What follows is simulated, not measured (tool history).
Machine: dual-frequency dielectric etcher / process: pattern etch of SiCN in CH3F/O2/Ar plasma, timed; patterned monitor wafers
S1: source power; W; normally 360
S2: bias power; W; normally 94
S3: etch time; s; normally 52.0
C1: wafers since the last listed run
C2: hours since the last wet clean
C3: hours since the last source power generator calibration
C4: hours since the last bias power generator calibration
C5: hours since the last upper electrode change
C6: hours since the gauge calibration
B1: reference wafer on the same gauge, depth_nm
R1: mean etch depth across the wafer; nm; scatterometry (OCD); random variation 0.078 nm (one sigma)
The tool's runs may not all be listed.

run 1 hour=0.0 | S1=360 S2=104 S3=52.0 | C1=0 C2=458.6 C3=3919.9 C4=520.0 C5=3290.3 C6=759.8 | B1=19.61 | R1=21.49
run 2 hour=43.5 | S1=360 S2=94 S3=52.0 | C1=624 C2=502.1 C3=3963.4 C4=563.5 C5=3333.8 C6=803.3 | B1=19.60 | R1=20.49
run 3 hour=119.1 | S1=360 S2=94 S3=52.0 | C1=1085 C2=577.7 C3=4039.0 C4=639.1 C5=3409.4 C6=878.9 | B1=19.60 | R1=20.69
run 4 hour=179.7 | S1=360 S2=94 S3=52.0 | C1=869 C2=638.3 C3=4099.6 C4=699.7 C5=3470.0 C6=939.5 | B1=19.60 | R1=20.58
run 5 hour=273.9 | S1=430 S2=78 S3=39.0 | C1=1352 C2=732.5 C3=4193.8 C4=793.9 C5=3564.2 C6=1033.7 | B1=19.58 | R1=15.07
-- hour=301.8 wet clean of the chamber
run 6 hour=349.3 | S1=400 S2=94 S3=46.0 | C1=737 C2=47.5 C3=4269.2 C4=869.3 C5=3639.6 C6=1109.1 | B1=19.60 | R1=18.92
run 7 hour=387.4 | S1=360 S2=94 S3=52.0 | C1=546 C2=85.6 C3=4307.3 C4=907.4 C5=3677.7 C6=1147.2 | B1=19.59 | R1=20.72
run 8 hour=464.1 | S1=360 S2=94 S3=52.0 | C1=1101 C2=162.3 C3=4384.0 C4=984.1 C5=3754.4 C6=1223.9 | B1=19.58 | R1=20.68
run 9 hour=517.1 | S1=290 S2=94 S3=37.5 | C1=760 C2=215.3 C3=4437.0 C4=1037.1 C5=3807.4 C6=1276.9 | B1=19.59 | R1=13.89
run 10 hour=555.9 | S1=430 S2=115 S3=52.0 | C1=556 C2=254.1 C3=4475.8 C4=1075.9 C5=3846.2 C6=1315.7 | B1=19.60 | R1=23.78
run 11 hour=593.4 | S1=320 S2=76 S3=41.0 | C1=538 C2=291.6 C3=4513.3 C4=1113.4 C5=3883.7 C6=1353.2 | B1=19.61 | R1=14.32
run 12 hour=667.5 | S1=360 S2=94 S3=52.0 | C1=1063 C2=365.7 C3=4587.4 C4=1187.5 C5=3957.8 C6=1427.3 | B1=19.60 | R1=20.56
run 13 hour=719.3 | S1=360 S2=94 S3=52.0 | C1=743 C2=417.5 C3=4639.2 C4=1239.3 C5=4009.6 C6=1479.1 | B1=19.59 | R1=20.67
-- hour=753.6 source power generator calibrated
run 14 hour=815.9 | S1=430 S2=108 S3=52.0 | C1=1329 C2=514.1 C3=62.3 C4=1335.9 C5=4106.2 C6=1575.7 | B1=19.59 | R1=23.40
run 15 hour=928.7 | S1=340 S2=83 S3=42.5 | C1=1619 C2=626.9 C3=175.1 C4=1448.7 C5=4219.0 C6=1688.5 | B1=19.59 | R1=15.82
run 16 hour=974.7 | S1=410 S2=87 S3=60.5 | C1=660 C2=672.9 C3=221.1 C4=1494.7 C5=4265.0 C6=1734.5 | B1=19.61 | R1=24.31
run 17 hour=1012.3 | S1=440 S2=76 S3=52.0 | C1=539 C2=710.5 C3=258.7 C4=1532.3 C5=4302.6 C6=1772.1 | B1=19.60 | R1=20.29
run 18 hour=1119.0 | S1=400 S2=73 S3=46.0 | C1=1531 C2=817.2 C3=365.4 C4=1639.0 C5=4409.3 C6=1878.8 | B1=19.61 | R1=17.18
-- hour=1163.2 wet clean of the chamber
-- hour=1210.0 upper electrode replaced
run 19 hour=1210.5 | S1=360 S2=94 S3=43.0 | C1=624 C2=47.3 C3=456.9 C4=1730.5 C5=0.5 C6=1970.3 | B1=19.59 | R1=17.13
run 20 hour=1290.9 | S1=440 S2=94 S3=52.0 | C1=1154 C2=127.7 C3=537.3 C4=1810.9 C5=80.9 C6=2050.7 | B1=19.58 | R1=22.22
-- hour=1344.6 source power generator calibrated, repeated, since the last time left the tool worse
-- hour=1358.4 gauge calibrated
run 21 hour=1394.4 | S1=360 S2=82 S3=43.5 | C1=1428 C2=231.2 C3=49.8 C4=1914.4 C5=184.4 C6=36.0 | B1=19.59 | R1=16.15
run 22 hour=1469.2 | S1=440 S2=94 S3=52.0 | C1=1073 C2=306.0 C3=124.6 C4=1989.2 C5=259.2 C6=110.8 | B1=19.62 | R1=21.74

Run 23 comes next. What will it give?
run 23 hour=1523.4 | S1=280 S2=94 S3=52.0 | C1=778 C2=360.2 C3=178.8 C4=2043.4 C5=313.4 C6=165.0 | B1=? | R1=?

{"run 23": {"B1": 19.61, "R1": 18.9}}
Minus the tool's unlogged condition, the same run would have read R1 18.90 nm.

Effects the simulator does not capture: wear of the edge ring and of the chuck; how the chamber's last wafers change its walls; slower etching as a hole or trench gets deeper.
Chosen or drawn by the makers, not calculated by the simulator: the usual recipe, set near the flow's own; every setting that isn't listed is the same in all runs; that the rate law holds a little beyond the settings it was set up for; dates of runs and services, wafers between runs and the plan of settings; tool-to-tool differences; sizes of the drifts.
